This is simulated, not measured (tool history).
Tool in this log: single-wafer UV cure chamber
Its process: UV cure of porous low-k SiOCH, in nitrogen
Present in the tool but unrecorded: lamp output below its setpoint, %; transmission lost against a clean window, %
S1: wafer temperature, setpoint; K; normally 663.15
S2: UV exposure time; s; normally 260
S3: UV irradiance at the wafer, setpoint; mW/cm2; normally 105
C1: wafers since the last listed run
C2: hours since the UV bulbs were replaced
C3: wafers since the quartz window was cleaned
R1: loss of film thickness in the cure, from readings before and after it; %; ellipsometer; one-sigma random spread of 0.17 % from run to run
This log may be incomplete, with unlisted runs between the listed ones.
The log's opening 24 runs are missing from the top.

run     day      S1   S2   S3   C1     C2    C3      R1
 25  48.596  645.15  260  126  312  178.8  3482  11.233
      50.25  -- quartz window cleaned
 26  50.646  671.15  150   78  227    228    52   7.908
 27  53.088  672.15  105   65  323  286.6   376   6.011
 28  54.967  663.15  360  105  249  331.7   625   12.63
 29  57.933  663.15  195  105  393  402.9  1019   10.04
 30  59.712  663.15  170  124  236  445.6  1255  10.268
 31  61.479  674.15  405   76  234    488  1489  12.274
 32  63.692  649.15  170   76  293  541.1  1782   8.026
 33  66.542  651.15  210  105  378  609.5  2161  10.047
 34  67.788  680.15  385  129  165  639.4  2326  13.866
 35  69.121  663.15  260  105  176  671.4  2503  11.141
 36  70.729  663.15  260  105  213    710  2716  11.344
 37  71.862  663.15  260  105  150  737.2  2866  11.029
 38  73.733  663.15  260   88  248  782.1  3115   9.855
 39  75.238  663.15  260  105  199  818.2  3314  11.056
 40  77.704  677.15  325  136  327  877.4  3641  13.158
 41  80.012  682.15  260  126  306  932.8  3948  11.729
 42  81.758  663.15  160  134  231  974.7  4179   9.593

4 ways to go on from here, each from the tool as it stands after run 42. What would each give?
  A  81.779  663.15  330  105   2  975.2  4182   ?
  B  81.779  674.15  260  105   2  975.2  4182   ?
  C  81.779  663.15  150  119   2  975.2  4182   ?
  D  81.779  646.15  160  138   2  975.2  4182   ?

run      R1
  A  11.298
  B  10.453
  C   8.517
  D   9.098
The same runs, with their run-to-run variation unchanged, on a tool lacking any hidden condition would have given:
run      R1
  A   12.29
  B  11.423
  C    9.43
  D  10.029

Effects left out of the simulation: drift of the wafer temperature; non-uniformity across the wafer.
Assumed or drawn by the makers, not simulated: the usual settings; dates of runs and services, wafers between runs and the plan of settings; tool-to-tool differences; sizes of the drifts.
